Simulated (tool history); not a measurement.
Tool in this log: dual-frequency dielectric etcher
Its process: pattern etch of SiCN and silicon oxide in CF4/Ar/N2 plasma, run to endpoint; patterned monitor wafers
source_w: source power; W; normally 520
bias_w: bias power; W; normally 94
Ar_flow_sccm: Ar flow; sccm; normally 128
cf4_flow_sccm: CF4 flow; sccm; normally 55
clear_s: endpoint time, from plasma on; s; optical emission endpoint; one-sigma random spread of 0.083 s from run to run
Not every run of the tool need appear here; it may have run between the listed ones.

| run | hour | source_w | bias_w | Ar_flow_sccm | cf4_flow_sccm | incoming incoming film thickness, nm | clear_s |
|---|---|---|---|---|---|---|---|
| 1 | 0.0 | 520 | 86 | 118 | 55 | 17.24 | 17.5 |
| 2 | 10.4 | 520 | 86 | 118 | 55 | 17.38 | 17.8 |
| 3 | 17.3 | 520 | 94 | 128 | 55 | 17.38 | 17.6 |
| 4 | 34.8 | 520 | 94 | 128 | 55 | 17.58 | 17.6 |
| 5 | 46.1 | 520 | 94 | 128 | 55 | 17.27 | 17.4 |
| 6 | 54.8 | 440 | 94 | 128 | 50 | 17.48 | 20.6 |
| 7 | 69.8 | 520 | 94 | 128 | 55 | 17.30 | 17.3 |
| 8 | 80.0 | 520 | 94 | 128 | 55 | 17.45 | 17.4 |
| 9 | 97.8 | 520 | 104 | 128 | 63 | 17.24 | 16.2 |
|  | 108.1 | bias power generator calibrated |
| 10 | 111.0 | 520 | 94 | 114 | 55 | 17.50 | 17.2 |
|  | 119.2 | CF4 flow controller replaced |
|  | 144.5 | Ar flow controller replaced |
|  | 145.2 | source power generator calibrated |
|  | 147.4 | upper electrode replaced |
| 11 | 147.9 | 520 | 94 | 128 | 43 | 17.33 | 18.2 |
| 12 | 148.3 | 520 | 94 | 128 | 67 | 17.56 | 16.9 |
|  | 191.1 | wet clean of the chamber |
| 13 | 191.6 | 520 | 94 | 128 | 55 | 17.45 | 18.3 |
| 14 | 198.9 | 400 | 94 | 148 | 42 | 17.56 | 24.2 |
| 15 | 214.4 | 520 | 94 | 128 | 50 | 17.47 | 18.6 |
| 16 | 226.2 | 520 | 116 | 149 | 47 | 17.54 | 17.9 |
| 17 | 235.1 | 590 | 108 | 128 | 55 | 17.24 | 15.4 |
| 18 | 246.1 | 520 | 94 | 128 | 55 | 17.38 | 18.2 |

Run by run, hidden condition taken away, random variation retained:
The tool's hidden condition here consists of: etch rate over this chamber's usual, %; source power that arrives over what is set, %; bias power that arrives over what is set, %; Ar flow that arrives over what is set, %; CF4 flow that arrives over what is set, %.
| run | clear_s |
|---|---|
| 1 | 18.1 |
| 2 | 18.4 |
| 3 | 18.2 |
| 4 | 18.3 |
| 5 | 18.1 |
| 6 | 21.4 |
| 7 | 18.0 |
| 8 | 18.1 |
| 9 | 16.9 |
| 10 | 18.0 |
| 11 | 19.0 |
| 12 | 17.7 |
| 13 | 18.3 |
| 14 | 24.2 |
| 15 | 18.6 |
| 16 | 17.9 |
| 17 | 15.5 |
| 18 | 18.3 |

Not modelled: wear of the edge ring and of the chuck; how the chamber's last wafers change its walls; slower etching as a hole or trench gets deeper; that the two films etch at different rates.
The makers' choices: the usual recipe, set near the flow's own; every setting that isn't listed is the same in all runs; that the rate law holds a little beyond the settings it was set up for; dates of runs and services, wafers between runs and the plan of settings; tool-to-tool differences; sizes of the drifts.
